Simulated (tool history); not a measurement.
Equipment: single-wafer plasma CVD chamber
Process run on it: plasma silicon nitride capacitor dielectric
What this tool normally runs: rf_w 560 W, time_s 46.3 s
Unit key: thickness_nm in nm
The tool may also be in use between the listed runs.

run	hour	rf_w	time_s	wafers since the last listed run	hours since the last RF generator calibration	hours since the showerhead was replaced	hours since the gauge calibration	read-back reference wafer on the same gauge, thickness_nm	thickness_nm
1	0.0	560	46.3	0	2081.8	5104.4	156.6	71.990	69.541
2	31.2	560	46.3	354	2113.0	5135.6	187.8	71.983	69.691
3	51.6	560	46.3	231	2133.4	5156.0	208.2	72.020	69.246
4	67.9	560	46.3	185	2149.7	5172.3	224.5	72.017	69.103
5	99.6	560	46.3	360	2181.4	5204.0	256.2	71.986	69.546
6	131.4	560	46.3	361	2213.2	5235.8	288.0	72.001	69.390
7	162.2	560	46.3	350	2244.0	5266.6	318.8	72.006	69.475
8	181.0	560	46.3	213	2262.8	5285.4	337.6	72.005	69.274
9	195.1	560	53.7	160	2276.9	5299.5	351.7	72.014	80.297
10	223.7	585	51.3	325	2305.5	5328.1	380.3	71.996	77.850
11	235.7	585	51.3	136	2317.5	5340.1	392.3	71.975	77.856
12	247.7	585	51.3	136	2329.5	5352.1	404.3	72.032	77.682
13	267.8	625	46.3	228	2349.6	5372.2	424.4	71.986	71.644
14	287.6	625	46.3	225	2369.4	5392.0	444.2	72.019	71.646
15	302.6	560	46.3	170	2384.4	5407.0	459.2	72.006	69.218
16	335.5	560	46.3	373	2417.3	5439.9	492.1	72.012	69.178
17	351.6	560	46.3	182	2433.4	5456.0	508.2	72.030	69.274
# hour 378.6: gauge calibrated
18	381.8	560	46.3	343	2463.6	5486.2	3.2	71.968	69.029
19	397.9	490	39.3	182	2479.7	5502.3	19.3	71.996	56.032
20	430.5	560	46.3	370	2512.3	5534.9	51.9	71.959	69.081
21	457.2	500	42.9	303	2539.0	5561.6	78.6	71.989	61.435
# hour 467.6: RF generator calibrated
22	481.5	475	46.3	185	13.9	5585.9	102.9	72.002	67.500
23	515.5	480	46.3	386	47.9	5619.9	136.9	71.995	67.499
24	547.8	620	54.1	367	80.2	5652.2	169.2	72.041	86.118
25	576.6	660	41.5	327	109.0	5681.0	198.0	72.023	67.539
26	595.0	560	46.3	209	127.4	5699.4	216.4	71.989	71.180
27	649.2	560	46.3	616	181.6	5753.6	270.6	72.030	71.130
28	661.3	630	39.1	137	193.7	5765.7	282.7	72.004	62.400
29	676.6	470	46.3	173	209.0	5781.0	298.0	71.984	66.892
# hour 693.2: showerhead replaced
30	700.7	495	41.9	182	233.1	7.5	322.1	72.012	61.579
31	729.4	560	46.3	326	261.8	36.2	350.8	72.034	71.175
32	743.7	560	40.8	162	276.1	50.5	365.1	71.991	62.762
33	769.6	505	41.7	294	302.0	76.4	391.0	72.005	61.909
34	793.5	560	46.3	271	325.9	100.3	414.9	71.996	71.119
35	826.1	640	46.3	370	358.5	132.9	447.5	71.984	74.155
36	856.9	635	46.3	350	389.3	163.7	478.3	71.985	73.911
37	871.8	560	42.3	169	404.2	178.6	493.2	72.029	64.648

Selected run-to-run steps in thickness_nm, each split into two signed amounts: the part the tool would show with no hidden state at all (from settings, incoming material and random variation), and the remainder, which goes to the hidden state together with any gauge scatter not common to the measured and the hidden-state-free results:
What the log doesn't record here: delivered RF power above the setpoint (%); gauge reads high (%).
Run 18 -> 19: rf_w 560 -> 490, time_s 46.3 -> 39.3. thickness_nm -12.997 nm: hidden state +0.390, all else -13.387.
Run 19 -> 20: rf_w 490 -> 560, time_s 39.3 -> 46.3. thickness_nm +13.049 nm: hidden state -0.434, all else +13.483.
Run 21 -> 22: rf_w 500 -> 475, time_s 42.9 -> 46.3, RF generator calibrated. thickness_nm +6.065 nm: hidden state +1.916, all else +4.149.
Run 23 -> 24: rf_w 480 -> 620, time_s 46.3 -> 54.1. thickness_nm +18.619 nm: hidden state -0.050, all else +18.669.
Run 24 -> 25: rf_w 620 -> 660, time_s 54.1 -> 41.5. thickness_nm -18.579 nm: hidden state +0.004, all else -18.583.
